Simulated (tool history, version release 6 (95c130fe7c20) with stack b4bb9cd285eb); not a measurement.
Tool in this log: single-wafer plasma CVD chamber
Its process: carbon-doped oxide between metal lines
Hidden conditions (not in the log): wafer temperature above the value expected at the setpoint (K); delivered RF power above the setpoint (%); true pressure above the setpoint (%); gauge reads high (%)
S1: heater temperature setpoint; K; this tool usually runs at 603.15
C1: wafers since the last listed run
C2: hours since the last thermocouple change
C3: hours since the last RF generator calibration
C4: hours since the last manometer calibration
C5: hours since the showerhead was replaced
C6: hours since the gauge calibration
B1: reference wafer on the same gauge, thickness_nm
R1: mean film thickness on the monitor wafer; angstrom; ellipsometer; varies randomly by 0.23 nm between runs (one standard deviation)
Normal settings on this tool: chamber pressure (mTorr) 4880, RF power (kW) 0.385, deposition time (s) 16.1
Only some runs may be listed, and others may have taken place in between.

run 1 hour=0 | S1=603.15 chamber_pressure_(mTorr)=4880 RF_power_(kW)=0.385 deposition_time_(s)=16.1 | C1=0 C2=866.8 C3=1626.8 C4=734.3 C5=2217.2 C6=135.4 | B1=74.302 | R1=710.14
run 2 hour=32.4 | S1=603.15 chamber_pressure_(mTorr)=4880 RF_power_(kW)=0.385 deposition_time_(s)=16.1 | C1=771 C2=899.2 C3=1659.2 C4=766.7 C5=2249.6 C6=167.8 | B1=74.305 | R1=709.64
run 3 hour=103.6 | S1=593.15 chamber_pressure_(mTorr)=4230 RF_power_(kW)=0.385 deposition_time_(s)=16.1 | C1=1694 C2=970.4 C3=1730.4 C4=837.9 C5=2320.8 C6=239 | B1=74.307 | R1=717.62
run 4 hour=171 | S1=603.15 chamber_pressure_(mTorr)=4880 RF_power_(kW)=0.385 deposition_time_(s)=16.1 | C1=1604 C2=1037.8 C3=1797.8 C4=905.3 C5=2388.2 C6=306.4 | B1=74.262 | R1=705.51
run 5 hour=211.7 | S1=603.15 chamber_pressure_(mTorr)=4880 RF_power_(kW)=0.385 deposition_time_(s)=16.1 | C1=968 C2=1078.5 C3=1838.5 C4=946 C5=2428.9 C6=347.1 | B1=74.357 | R1=707.71
run 6 hour=257.9 | S1=603.15 chamber_pressure_(mTorr)=4150 RF_power_(kW)=0.35 deposition_time_(s)=16.1 | C1=1099 C2=1124.7 C3=1884.7 C4=992.2 C5=2475.1 C6=393.3 | B1=74.282 | R1=625.12
run 7 hour=313.9 | S1=603.15 chamber_pressure_(mTorr)=4380 RF_power_(kW)=0.385 deposition_time_(s)=16.1 | C1=1333 C2=1180.7 C3=1940.7 C4=1048.2 C5=2531.1 C6=449.3 | B1=74.246 | R1=691.77
run 8 hour=372.7 | S1=603.15 chamber_pressure_(mTorr)=4380 RF_power_(kW)=0.385 deposition_time_(s)=16.1 | C1=1399 C2=1239.5 C3=1999.5 C4=1107 C5=2589.9 C6=508.1 | B1=74.28 | R1=688.76
-- hour=400.4 RF generator calibrated
run 9 hour=422.8 | S1=603.15 chamber_pressure_(mTorr)=4880 RF_power_(kW)=0.385 deposition_time_(s)=13.4 | C1=1002 C2=1289.6 C3=22.4 C4=1157.1 C5=2640 C6=558.2 | B1=74.304 | R1=608.7
-- hour=465.8 thermocouple changed; heater temperature recalibrated
run 10 hour=490.2 | S1=603.15 chamber_pressure_(mTorr)=4880 RF_power_(kW)=0.385 deposition_time_(s)=16.1 | C1=1413 C2=24.4 C3=89.8 C4=1224.5 C5=2707.4 C6=625.6 | B1=74.307 | R1=731.87
-- hour=508.7 capacitance manometer re-zeroed and calibrated
run 11 hour=541.8 | S1=603.15 chamber_pressure_(mTorr)=4370 RF_power_(kW)=0.385 deposition_time_(s)=14.6 | C1=1037 C2=76 C3=141.4 C4=33.1 C5=2759 C6=677.2 | B1=74.373 | R1=649.73
-- hour=666.8 showerhead replaced
run 12 hour=668.8 | S1=603.15 chamber_pressure_(mTorr)=4340 RF_power_(kW)=0.34 deposition_time_(s)=16.1 | C1=2832 C2=203 C3=268.4 C4=160.1 C5=2 C6=804.2 | B1=74.348 | R1=630.33
run 13 hour=736.6 | S1=603.15 chamber_pressure_(mTorr)=4880 RF_power_(kW)=0.385 deposition_time_(s)=16.1 | C1=1613 C2=270.8 C3=336.2 C4=227.9 C5=69.8 C6=872 | B1=74.296 | R1=728.06
-- hour=761.3 gauge calibrated
run 14 hour=805.7 | S1=609.15 chamber_pressure_(mTorr)=4040 RF_power_(kW)=0.385 deposition_time_(s)=14.8 | C1=1644 C2=339.9 C3=405.3 C4=297 C5=138.9 C6=44.4 | B1=74.29 | R1=631.88
run 15 hour=873.7 | S1=603.15 chamber_pressure_(mTorr)=4880 RF_power_(kW)=0.325 deposition_time_(s)=16.1 | C1=1618 C2=407.9 C3=473.3 C4=365 C5=206.9 C6=112.4 | B1=74.295 | R1=610.71
run 16 hour=911.8 | S1=603.15 chamber_pressure_(mTorr)=4880 RF_power_(kW)=0.385 deposition_time_(s)=16.1 | C1=906 C2=446 C3=511.4 C4=403.1 C5=245 C6=150.5 | B1=74.291 | R1=719.7
run 17 hour=981 | S1=589.15 chamber_pressure_(mTorr)=4880 RF_power_(kW)=0.385 deposition_time_(s)=16.1 | C1=1647 C2=515.2 C3=580.6 C4=472.3 C5=314.2 C6=219.7 | B1=74.299 | R1=769.51

What if the next run were any one of these 3? Each begins from the tool's condition after run 17:
run A hour=981.4 | S1=614.15 chamber_pressure_(mTorr)=4880 RF_power_(kW)=0.385 deposition_time_(s)=16.1 | C1=9 C2=515.6 C3=581 C4=472.7 C5=314.6 C6=220.1 | B1=? | R1=?
run B hour=981.4 | S1=603.15 chamber_pressure_(mTorr)=4880 RF_power_(kW)=0.315 deposition_time_(s)=18.4 | C1=9 C2=515.6 C3=581 C4=472.7 C5=314.6 C6=220.1 | B1=? | R1=?
run C hour=981.4 | S1=616.15 chamber_pressure_(mTorr)=6090 RF_power_(kW)=0.355 deposition_time_(s)=14 | C1=9 C2=515.6 C3=581 C4=472.7 C5=314.6 C6=220.1 | B1=? | R1=?

run=A B1=74.279 R1=696.1
run=B B1=74.279 R1=672.13
run=C B1=74.279 R1=573.31
Stripped of hidden state, with their random variation kept, the same runs would have yielded:
run=A R1=704.74
run=B R1=680.84
run=C R1=580.45
